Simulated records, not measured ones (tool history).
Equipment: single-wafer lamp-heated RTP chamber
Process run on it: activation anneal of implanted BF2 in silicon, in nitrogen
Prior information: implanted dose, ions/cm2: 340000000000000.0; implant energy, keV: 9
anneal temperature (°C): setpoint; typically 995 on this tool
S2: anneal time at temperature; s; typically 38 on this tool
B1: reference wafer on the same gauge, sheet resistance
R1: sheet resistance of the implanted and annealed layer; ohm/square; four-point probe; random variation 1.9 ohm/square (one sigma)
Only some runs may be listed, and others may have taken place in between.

Run 1, hour 0.0: usual settings; B1 515.38. Result: R1 465.32 ohm/square.
At hour 103.2: gauge calibrated.
At hour 126.2: reflector plate cleaned.
At hour 141.4: pyrometer window cleaned and pyrometer calibrated.
Run 2, hour 323.4: usual settings; B1 515.87. Result: R1 476.62 ohm/square.
Run 3, hour 386.9: usual settings; B1 515.93. Result: R1 473.41 ohm/square.
Run 4, hour 458.6: usual settings; B1 515.87. Result: R1 466.51 ohm/square.
Run 5, hour 548.2: usual settings but anneal temperature (°C) 1015; B1 516.53. Result: R1 446.18 ohm/square.
Run 6, hour 641.2: usual settings; B1 516.02. Result: R1 462.54 ohm/square.
At hour 692.9: pyrometer window cleaned and pyrometer calibrated.
At hour 726.0: reflector plate cleaned.
Run 7, hour 726.5: usual settings but S2 21 s; B1 515.88. Result: R1 502.65 ohm/square.
Run 8, hour 775.6: usual settings; B1 515.42. Result: R1 477.99 ohm/square.
Run 9, hour 860.2: usual settings; B1 515.37. Result: R1 474.85 ohm/square.
Run 10, hour 956.2: usual settings; B1 516.33. Result: R1 474.56 ohm/square.
Run 11, hour 1051.5: usual settings; B1 516.17. Result: R1 468.38 ohm/square.
Run 12, hour 1128.6: usual settings; B1 515.87. Result: R1 467.80 ohm/square.
Run 13, hour 1226.6: usual settings; B1 515.95. Result: R1 464.24 ohm/square.
At hour 1235.3: pyrometer window cleaned and pyrometer calibrated.
Run 14, hour 1331.3: usual settings; B1 515.99. Result: R1 472.06 ohm/square.
At hour 1362.7: gauge calibrated.
Run 15, hour 1426.7: usual settings but S2 26 s; B1 516.53. Result: R1 480.35 ohm/square.
At hour 1458.2: reflector plate cleaned.
Run 16, hour 1465.1: usual settings but S2 26 s; B1 516.51. Result: R1 487.28 ohm/square.
Run 17, hour 1570.4: usual settings; B1 515.59. Result: R1 473.25 ohm/square.
Run 18, hour 1607.4: usual settings but anneal temperature (°C) 985, S2 28 s; B1 516.03. Result: R1 494.24 ohm/square.
Run 19, hour 1680.9: usual settings but anneal temperature (°C) 973; B1 516.52. Result: R1 500.22 ohm/square.
Run 20, hour 1768.9: usual settings but anneal temperature (°C) 1009, S2 44 s; B1 516.29. Result: R1 448.75 ohm/square.
At hour 1843.6: pyrometer window cleaned and pyrometer calibrated.
Run 21, hour 1924.8: usual settings but S2 24 s; B1 515.85. Result: R1 487.69 ohm/square.
Run 22, hour 2020.3: usual settings but anneal temperature (°C) 966, S2 49 s; B1 516.14. Result: R1 501.67 ohm/square.
Run 23, hour 2078.4: usual settings but S2 18 s; B1 515.93. Result: R1 492.82 ohm/square.
At hour 2164.0: reflector plate cleaned.
Run 24, hour 2164.5: usual settings; B1 515.51. Result: R1 474.30 ohm/square.
Run 25, hour 2255.6: usual settings but anneal temperature (°C) 1003, S2 31 s; B1 515.44. Result: R1 468.16 ohm/square.
At hour 2313.0: pyrometer window cleaned and pyrometer calibrated.
Run 26, hour 2313.5: usual settings but anneal temperature (°C) 977, S2 48 s; B1 516.37. Result: R1 497.13 ohm/square.
Run 27, hour 2354.6: usual settings but anneal temperature (°C) 985, S2 55 s; B1 516.17. Result: R1 478.98 ohm/square.
Run 28, hour 2454.3: usual settings but anneal temperature (°C) 985; B1 516.71. Result: R1 484.02 ohm/square.
Run 29, hour 2524.9: usual settings but anneal temperature (°C) 1020, S2 23 s; B1 516.11. Result: R1 458.52 ohm/square.
Run 30, hour 2566.0: usual settings but S2 45 s; B1 516.56. Result: R1 462.03 ohm/square.
Run 31, hour 2632.2: usual settings; B1 516.26. Result: R1 465.69 ohm/square.
Run 32, hour 2717.3: usual settings but anneal temperature (°C) 974, S2 26 s; B1 516.49. Result: R1 502.76 ohm/square.

Exercise: give the hidden state of the tool at every run:
gauge reads high (%): 0, the same for each run
H1: true wafer temperature minus pyrometer reading, K
H2: wafer temperature error from the tarnished reflector plate, K
run    H1     H2
  1  9.16   6.51
  2  3.54   2.93
  3  4.76   3.65
  4  6.15   4.48
  5  7.88    5.5
  6  9.68   6.57
  7  1.17  0.172
  8  2.12  0.735
  9  3.75   1.71
 10  5.61   2.81
 11  7.45    3.9
 12  8.94   4.78
 13  10.8   5.91
 14  2.03   7.11
 15  3.88    8.2
 16  4.62  0.371
 17  6.65   1.58
 18  7.37      2
 19  8.79   2.85
 20  10.5   3.85
 21  1.58   5.64
 22  3.42   6.74
 23  4.55    7.4
 24  6.21  0.954
 25  7.97      2
 26  1.11   2.66
 27   1.9   3.13
 28  3.83   4.28
 29  5.19   5.09
 30  5.98   5.56
 31  7.26   6.32
 32  8.91   7.29
